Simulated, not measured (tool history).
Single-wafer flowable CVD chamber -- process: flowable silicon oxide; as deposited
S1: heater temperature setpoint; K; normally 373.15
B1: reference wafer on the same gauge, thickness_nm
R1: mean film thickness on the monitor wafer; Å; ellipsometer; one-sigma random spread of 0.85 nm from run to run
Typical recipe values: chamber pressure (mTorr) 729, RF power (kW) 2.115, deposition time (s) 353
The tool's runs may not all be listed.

Run 1, hour 0: usual settings but RF power (kW) 2.025; B1 188.14. Result: R1 1873.19 Å.
Run 2, hour 42.2: usual settings; B1 187.852. Result: R1 1859.73 Å.
Run 3, hour 78.8: usual settings; B1 187.815. Result: R1 1879.73 Å.
Run 4, hour 186.8: usual settings; B1 188.011. Result: R1 1884.35 Å.
Run 5, hour 246.6: usual settings; B1 187.978. Result: R1 1860.6 Å.
Run 6, hour 305.6: usual settings; B1 188.115. Result: R1 1871.91 Å.
At hour 354.4: RF generator calibrated.
Run 7, hour 397.1: usual settings; B1 187.806. Result: R1 1840.52 Å.
Run 8, hour 492.4: usual settings; B1 188.033. Result: R1 1855.93 Å.
Run 9, hour 633.7: usual settings but RF power (kW) 2.36; B1 188.149. Result: R1 1898.39 Å.
Run 10, hour 698.1: usual settings but RF power (kW) 2.36; B1 187.859. Result: R1 1907.61 Å.
Run 11, hour 803.4: usual settings; B1 187.94. Result: R1 1834.66 Å.
Run 12, hour 891.8: usual settings; B1 187.782. Result: R1 1863.34 Å.
At hour 901.4: capacitance manometer re-zeroed and calibrated.
Run 13, hour 947.3: usual settings but RF power (kW) 2.005; B1 188.005. Result: R1 1828.25 Å.
At hour 967: RF generator calibrated, repeated, since the last time left the tool worse.
Run 14, hour 1016.7: usual settings; B1 187.734. Result: R1 1882.28 Å.
Run 15, hour 1065.7: usual settings but chamber pressure (mTorr) 853; B1 188.326. Result: R1 2185.5 Å.
Run 16, hour 1131.8: usual settings; B1 187.946. Result: R1 1876.85 Å.
Run 17, hour 1208.6: usual settings but chamber pressure (mTorr) 887, deposition time (s) 376; B1 188.366. Result: R1 2439.02 Å.
At hour 1247.4: showerhead replaced.
Run 18, hour 1248.4: usual settings but chamber pressure (mTorr) 874, deposition time (s) 417; B1 187.83. Result: R1 2656.08 Å.
Run 19, hour 1309.1: usual settings; B1 187.623. Result: R1 1866.61 Å.
Run 20, hour 1379.9: usual settings but S1 365.15 K; B1 187.928. Result: R1 2371.96 Å.
Run 21, hour 1420.5: usual settings but S1 386.15 K, chamber pressure (mTorr) 643, RF power (kW) 1.79, deposition time (s) 310; B1 187.966. Result: R1 955.36 Å.
Run 22, hour 1484.5: usual settings but chamber pressure (mTorr) 853; B1 188.187. Result: R1 2189.52 Å.
At hour 1508.9: thermocouple changed; heater temperature recalibrated.
Run 23, hour 1574.4: usual settings but S1 382.15 K, chamber pressure (mTorr) 804; B1 187.774. Result: R1 1575.83 Å.
At hour 1643.3: gauge calibrated.
At hour 1675.3: RF generator calibrated.
Run 24, hour 1737.5: usual settings; B1 187.988. Result: R1 1863.36 Å.
Run 25, hour 1980.2: usual settings; B1 188.229. Result: R1 1864.9 Å.
Run 26, hour 2029.8: usual settings but S1 384.15 K, chamber pressure (mTorr) 646, RF power (kW) 1.71, deposition time (s) 321; B1 188.041. Result: R1 1050.9 Å.
At hour 2094.3: capacitance manometer re-zeroed and calibrated.
Run 27, hour 2136.9: usual settings but chamber pressure (mTorr) 673, RF power (kW) 2.405, deposition time (s) 325; B1 188.132. Result: R1 1635.33 Å.
Run 28, hour 2201.1: usual settings but chamber pressure (mTorr) 631; B1 187.593. Result: R1 1625.24 Å.
Run 29, hour 2511.2: usual settings but chamber pressure (mTorr) 681, RF power (kW) 2.295, deposition time (s) 289; B1 188.117. Result: R1 1437.45 Å.

Predict each of these 3 candidate next runs independently; none follows another, all start after run 29:
Run A, hour 2511.7: usual settings but deposition time (s) 371; B1 ?. Result: R1 ?.
Run B, hour 2511.7: usual settings but chamber pressure (mTorr) 644, RF power (kW) 2.33, deposition time (s) 288; B1 ?. Result: R1 ?.
Run C, hour 2511.7: usual settings but S1 377.15 K, deposition time (s) 386; B1 ?. Result: R1 ?.

run       B1       R1
  A  188.173  1954.13
  B  188.173  1364.83
  C  188.173  1804.48
Stripped of hidden state, with their random variation kept, the same runs would have yielded:
run       R1
  A  1975.27
  B   1376.2
  C  1824.01
